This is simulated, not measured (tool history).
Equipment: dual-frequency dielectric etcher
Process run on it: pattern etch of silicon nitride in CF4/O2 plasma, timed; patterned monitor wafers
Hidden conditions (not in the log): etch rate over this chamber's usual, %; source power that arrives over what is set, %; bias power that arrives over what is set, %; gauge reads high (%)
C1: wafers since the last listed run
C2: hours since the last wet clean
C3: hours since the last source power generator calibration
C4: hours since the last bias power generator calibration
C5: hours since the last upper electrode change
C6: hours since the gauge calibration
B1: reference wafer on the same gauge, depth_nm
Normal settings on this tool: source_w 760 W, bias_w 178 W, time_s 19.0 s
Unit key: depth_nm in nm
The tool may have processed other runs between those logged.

{"run": 1, "hour": 0.0, "source_w": 850, "bias_w": 178, "time_s": 19.0, "C1": 0, "C2": 49.7, "C3": 3929.3, "C4": 4524.2, "C5": 2787.1, "C6": 466.2, "B1": 54.3, "depth_nm": 56.2}
{"run": 2, "hour": 41.0, "source_w": 850, "bias_w": 178, "time_s": 19.0, "C1": 836, "C2": 90.7, "C3": 3970.3, "C4": 4565.2, "C5": 2828.1, "C6": 507.2, "B1": 54.4, "depth_nm": 56.3}
{"run": 3, "hour": 100.6, "source_w": 850, "bias_w": 178, "time_s": 19.0, "C1": 1216, "C2": 150.3, "C3": 4029.9, "C4": 4624.8, "C5": 2887.7, "C6": 566.8, "B1": 54.2, "depth_nm": 55.7}
{"run": 4, "hour": 171.4, "source_w": 760, "bias_w": 178, "time_s": 19.0, "C1": 1444, "C2": 221.1, "C3": 4100.7, "C4": 4695.6, "C5": 2958.5, "C6": 637.6, "B1": 54.4, "depth_nm": 49.3}
{"run": 5, "hour": 205.4, "source_w": 760, "bias_w": 178, "time_s": 19.0, "C1": 693, "C2": 255.1, "C3": 4134.7, "C4": 4729.6, "C5": 2992.5, "C6": 671.6, "B1": 54.6, "depth_nm": 49.7}
{"hour": 250.3, "done": "source power generator calibrated"}
{"run": 6, "hour": 274.3, "source_w": 760, "bias_w": 178, "time_s": 19.0, "C1": 1324, "C2": 324.0, "C3": 24.0, "C4": 4798.5, "C5": 3061.4, "C6": 740.5, "B1": 54.4, "depth_nm": 49.4}
{"hour": 322.3, "done": "upper electrode replaced"}
{"hour": 334.2, "done": "wet clean of the chamber"}
{"run": 7, "hour": 334.7, "source_w": 760, "bias_w": 178, "time_s": 19.0, "C1": 498, "C2": 0.5, "C3": 84.4, "C4": 4858.9, "C5": 12.4, "C6": 800.9, "B1": 54.3, "depth_nm": 50.6}
{"run": 8, "hour": 381.7, "source_w": 870, "bias_w": 139, "time_s": 22.0, "C1": 959, "C2": 47.5, "C3": 131.4, "C4": 4905.9, "C5": 59.4, "C6": 847.9, "B1": 54.4, "depth_nm": 63.0}
{"hour": 397.1, "done": "bias power generator calibrated"}
{"run": 9, "hour": 415.0, "source_w": 890, "bias_w": 200, "time_s": 15.5, "C1": 597, "C2": 80.8, "C3": 164.7, "C4": 17.9, "C5": 92.7, "C6": 881.2, "B1": 54.3, "depth_nm": 50.3}
{"run": 10, "hour": 440.8, "source_w": 760, "bias_w": 164, "time_s": 24.0, "C1": 526, "C2": 106.6, "C3": 190.5, "C4": 43.7, "C5": 118.5, "C6": 907.0, "B1": 54.5, "depth_nm": 62.0}
{"hour": 461.1, "done": "gauge calibrated"}
{"run": 11, "hour": 500.0, "source_w": 820, "bias_w": 178, "time_s": 19.0, "C1": 1208, "C2": 165.8, "C3": 249.7, "C4": 102.9, "C5": 177.7, "C6": 38.9, "B1": 54.3, "depth_nm": 54.2}
{"run": 12, "hour": 547.4, "source_w": 760, "bias_w": 178, "time_s": 19.0, "C1": 967, "C2": 213.2, "C3": 297.1, "C4": 150.3, "C5": 225.1, "C6": 86.3, "B1": 54.4, "depth_nm": 49.7}
{"run": 13, "hour": 618.6, "source_w": 860, "bias_w": 216, "time_s": 19.0, "C1": 1452, "C2": 284.4, "C3": 368.3, "C4": 221.5, "C5": 296.3, "C6": 157.5, "B1": 54.4, "depth_nm": 59.0}
{"run": 14, "hour": 667.9, "source_w": 760, "bias_w": 178, "time_s": 19.0, "C1": 1006, "C2": 333.7, "C3": 417.6, "C4": 270.8, "C5": 345.6, "C6": 206.8, "B1": 54.2, "depth_nm": 48.9}
{"hour": 705.5, "done": "wet clean of the chamber"}
{"run": 15, "hour": 717.0, "source_w": 900, "bias_w": 142, "time_s": 22.5, "C1": 512, "C2": 11.5, "C3": 466.7, "C4": 319.9, "C5": 394.7, "C6": 255.9, "B1": 54.4, "depth_nm": 66.4}

Alternative continuations, all from the tool just after run 15; predict every row:
{"run": "A", "hour": 717.4, "source_w": 760, "bias_w": 178, "time_s": 19.0, "C1": 8, "C2": 11.9, "C3": 467.1, "C4": 320.3, "C5": 395.1, "C6": 256.3, "B1": "?", "depth_nm": "?"}
{"run": "B", "hour": 717.4, "source_w": 620, "bias_w": 145, "time_s": 14.5, "C1": 8, "C2": 11.9, "C3": 467.1, "C4": 320.3, "C5": 395.1, "C6": 256.3, "B1": "?", "depth_nm": "?"}
{"run": "C", "hour": 717.4, "source_w": 630, "bias_w": 178, "time_s": 15.0, "C1": 8, "C2": 11.9, "C3": 467.1, "C4": 320.3, "C5": 395.1, "C6": 256.3, "B1": "?", "depth_nm": "?"}
{"run": "D", "hour": 717.4, "source_w": 760, "bias_w": 178, "time_s": 23.5, "C1": 8, "C2": 11.9, "C3": 467.1, "C4": 320.3, "C5": 395.1, "C6": 256.3, "B1": "?", "depth_nm": "?"}
{"run": "E", "hour": 717.4, "source_w": 760, "bias_w": 178, "time_s": 20.5, "C1": 8, "C2": 11.9, "C3": 467.1, "C4": 320.3, "C5": 395.1, "C6": 256.3, "B1": "?", "depth_nm": "?"}

run=A B1=54.4 depth_nm=50.0
run=B B1=54.4 depth_nm=28.9
run=C B1=54.4 depth_nm=32.3
run=D B1=54.4 depth_nm=61.9
run=E B1=54.4 depth_nm=54.0
Without the tool's unlogged condition, the same runs would have read:
run=A depth_nm=50.1
run=B depth_nm=29.0
run=C depth_nm=32.4
run=D depth_nm=62.0
run=E depth_nm=54.1
